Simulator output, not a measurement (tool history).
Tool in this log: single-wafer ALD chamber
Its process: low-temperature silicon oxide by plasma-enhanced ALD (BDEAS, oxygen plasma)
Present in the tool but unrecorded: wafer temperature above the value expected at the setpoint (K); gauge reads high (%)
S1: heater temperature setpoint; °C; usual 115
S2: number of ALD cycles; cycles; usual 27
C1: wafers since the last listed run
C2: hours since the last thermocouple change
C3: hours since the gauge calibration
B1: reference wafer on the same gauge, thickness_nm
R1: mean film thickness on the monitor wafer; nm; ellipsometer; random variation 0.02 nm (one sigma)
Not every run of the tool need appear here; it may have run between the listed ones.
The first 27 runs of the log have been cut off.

run 28 hour=1326.8 | S1=107 S2=22 | C1=592 C2=508.3 C3=543.7 | B1=3.360 | R1=3.286
run 29 hour=1390.4 | S1=124 S2=22 | C1=873 C2=571.9 C3=607.3 | B1=3.355 | R1=3.211
run 30 hour=1454.3 | S1=119 S2=22 | C1=877 C2=635.8 C3=671.2 | B1=3.352 | R1=3.218
run 31 hour=1490.7 | S1=107 S2=27 | C1=499 C2=672.2 C3=707.6 | B1=3.351 | R1=4.049
run 32 hour=1544.7 | S1=130 S2=25 | C1=741 C2=726.2 C3=761.6 | B1=3.350 | R1=3.580
run 33 hour=1592.1 | S1=115 S2=27 | C1=651 C2=773.6 C3=809.0 | B1=3.355 | R1=3.955
run 34 hour=1619.6 | S1=100 S2=25 | C1=377 C2=801.1 C3=836.5 | B1=3.343 | R1=3.790
run 35 hour=1650.0 | S1=115 S2=27 | C1=417 C2=831.5 C3=866.9 | B1=3.343 | R1=3.975
run 36 hour=1698.1 | S1=115 S2=32 | C1=660 C2=879.6 C3=915.0 | B1=3.346 | R1=4.738
run 37 hour=1759.8 | S1=129 S2=29 | C1=847 C2=941.3 C3=976.7 | B1=3.331 | R1=4.167
run 38 hour=1816.8 | S1=115 S2=29 | C1=782 C2=998.3 C3=1033.7 | B1=3.338 | R1=4.223
run 39 hour=1863.3 | S1=105 S2=29 | C1=638 C2=1044.8 C3=1080.2 | B1=3.345 | R1=4.350
run 40 hour=1890.1 | S1=111 S2=22 | C1=368 C2=1071.6 C3=1107.0 | B1=3.330 | R1=3.261
run 41 hour=1915.0 | S1=115 S2=27 | C1=342 C2=1096.5 C3=1131.9 | B1=3.331 | R1=3.985

Consider 3 possible next runs. They are alternatives, not a sequence: every one starts from the tool as it was left by run 41. What does each give?
run A hour=1915.4 | S1=115 S2=23 | C1=5 C2=1096.9 C3=1132.3 | B1=? | R1=?
run B hour=1915.4 | S1=109 S2=25 | C1=5 C2=1096.9 C3=1132.3 | B1=? | R1=?
run C hour=1915.4 | S1=123 S2=23 | C1=5 C2=1096.9 C3=1132.3 | B1=? | R1=?

run=A B1=3.321 R1=3.403
run=B B1=3.321 R1=3.735
run=C B1=3.321 R1=3.359
The same runs, with their run-to-run variation unchanged, on a tool lacking any hidden condition would have given:
run=A R1=3.441
run=B R1=3.777
run=C R1=3.396
